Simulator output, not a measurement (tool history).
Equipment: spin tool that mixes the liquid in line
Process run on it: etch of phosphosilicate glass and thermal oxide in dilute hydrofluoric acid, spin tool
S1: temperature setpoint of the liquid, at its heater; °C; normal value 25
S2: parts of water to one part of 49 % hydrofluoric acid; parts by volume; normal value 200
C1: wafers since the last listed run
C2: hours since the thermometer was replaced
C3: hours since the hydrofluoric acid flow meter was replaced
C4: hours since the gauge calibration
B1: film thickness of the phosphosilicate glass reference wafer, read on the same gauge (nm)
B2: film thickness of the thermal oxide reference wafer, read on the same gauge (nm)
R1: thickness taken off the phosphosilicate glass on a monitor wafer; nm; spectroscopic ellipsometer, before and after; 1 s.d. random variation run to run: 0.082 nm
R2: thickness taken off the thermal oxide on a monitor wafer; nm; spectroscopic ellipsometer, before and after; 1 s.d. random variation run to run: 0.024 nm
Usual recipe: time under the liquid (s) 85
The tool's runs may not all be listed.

Run 1, hour 0: usual settings; C1 0; C2 1134.5; C3 416.1; C4 382.7; B1 129.49; B2 79.715. Result: R1 24.07 nm, R2 1.797 nm.
Run 2, hour 44.1: usual settings; C1 375; C2 1178.6; C3 460.2; C4 426.8; B1 129.46; B2 79.652. Result: R1 24.03 nm, R2 1.745 nm.
Run 3, hour 128.7: usual settings; C1 719; C2 1263.2; C3 544.8; C4 511.4; B1 129.32; B2 79.551. Result: R1 24.04 nm, R2 1.756 nm.
Run 4, hour 212.9: usual settings; C1 716; C2 1347.4; C3 629; C4 595.6; B1 129.17; B2 79.49. Result: R1 23.91 nm, R2 1.751 nm.
Run 5, hour 286.3: usual settings; C1 624; C2 1420.8; C3 702.4; C4 669; B1 129.06; B2 79.41. Result: R1 23.99 nm, R2 1.707 nm.
Run 6, hour 389.8: usual settings; C1 880; C2 1524.3; C3 805.9; C4 772.5; B1 128.9; B2 79.3. Result: R1 23.9 nm, R2 1.781 nm.
Run 7, hour 474: usual settings but S2 230 parts by volume; C1 716; C2 1608.5; C3 890.1; C4 856.7; B1 128.75; B2 79.241. Result: R1 20.17 nm, R2 1.453 nm.
Run 8, hour 568.2: usual settings; C1 801; C2 1702.7; C3 984.3; C4 950.9; B1 128.61; B2 79.143. Result: R1 23.81 nm, R2 1.754 nm.
At hour 602.8: hydrofluoric acid flow meter replaced.
Run 9, hour 629.1: usual settings; C1 509; C2 1763.6; C3 26.3; C4 1011.8; B1 128.49; B2 79.094. Result: R1 23.89 nm, R2 1.741 nm.
Run 10, hour 678.2: usual settings but S1 29 °C, S2 270 parts by volume, time under the liquid (s) 40; C1 417; C2 1812.7; C3 75.4; C4 1060.9; B1 128.43; B2 79.034. Result: R1 8.9 nm, R2 0.646 nm.
Run 11, hour 778.1: usual settings but S1 29.5 °C, S2 235 parts by volume, time under the liquid (s) 115; C1 849; C2 1912.6; C3 175.3; C4 1160.8; B1 128.24; B2 78.922. Result: R1 30.77 nm, R2 2.286 nm.
Run 12, hour 867.7: usual settings; C1 762; C2 2002.2; C3 264.9; C4 1250.4; B1 128.12; B2 78.858. Result: R1 23.82 nm, R2 1.71 nm.
Run 13, hour 924.8: usual settings but S2 175 parts by volume; C1 485; C2 2059.3; C3 322; C4 1307.5; B1 128.03; B2 78.781. Result: R1 28.11 nm, R2 2.065 nm.
At hour 955.6: gauge calibrated.
Run 14, hour 1024.1: usual settings; C1 844; C2 2158.6; C3 421.3; C4 68.5; B1 129.92; B2 79.971. Result: R1 24.12 nm, R2 1.757 nm.
At hour 1052.1: thermometer replaced.
Run 15, hour 1122.3: usual settings but time under the liquid (s) 45; C1 826; C2 70.2; C3 519.5; C4 166.7; B1 129.78; B2 79.861. Result: R1 12.76 nm, R2 0.938 nm.
Run 16, hour 1174.3: usual settings but S1 22 °C, S2 255 parts by volume, time under the liquid (s) 125; C1 442; C2 122.2; C3 571.5; C4 218.7; B1 129.69; B2 79.811. Result: R1 23.42 nm, R2 1.729 nm.
Run 17, hour 1248.9: usual settings but time under the liquid (s) 40; C1 634; C2 196.8; C3 646.1; C4 293.3; B1 129.58; B2 79.736. Result: R1 11.38 nm, R2 0.821 nm.
Run 18, hour 1335.7: usual settings but S1 28.5 °C, S2 150 parts by volume, time under the liquid (s) 55; C1 738; C2 283.6; C3 732.9; C4 380.1; B1 129.44; B2 79.634. Result: R1 25.01 nm, R2 1.837 nm.
Run 19, hour 1405.4: usual settings but S1 20.5 °C, time under the liquid (s) 60; C1 592; C2 353.3; C3 802.6; C4 449.8; B1 129.34; B2 79.576. Result: R1 14.42 nm, R2 1.059 nm.

Some steps in R1, run to run, broken into two amounts with sign: the step expected even without the hidden condition (settings, incoming material, random variation), and the rest, left for the hidden condition together with whatever gauge scatter is not in both the measured and the hidden-condition-free result:
The tool's hidden condition here consists of: liquid colder than its thermometer reads (K); hydrofluoric acid flow below the setpoint (%); gauge reads high (%).
Run 10 -> 11: S1 29 -> 29.5, S2 270 -> 235, time under the liquid (s) 40 -> 115. R1 +21.87 nm: hidden state -0.31, all else +22.18.
Run 13 -> 14: S2 175 -> 200, gauge calibrated. R1 -3.99 nm: hidden state +0.41, all else -4.4.
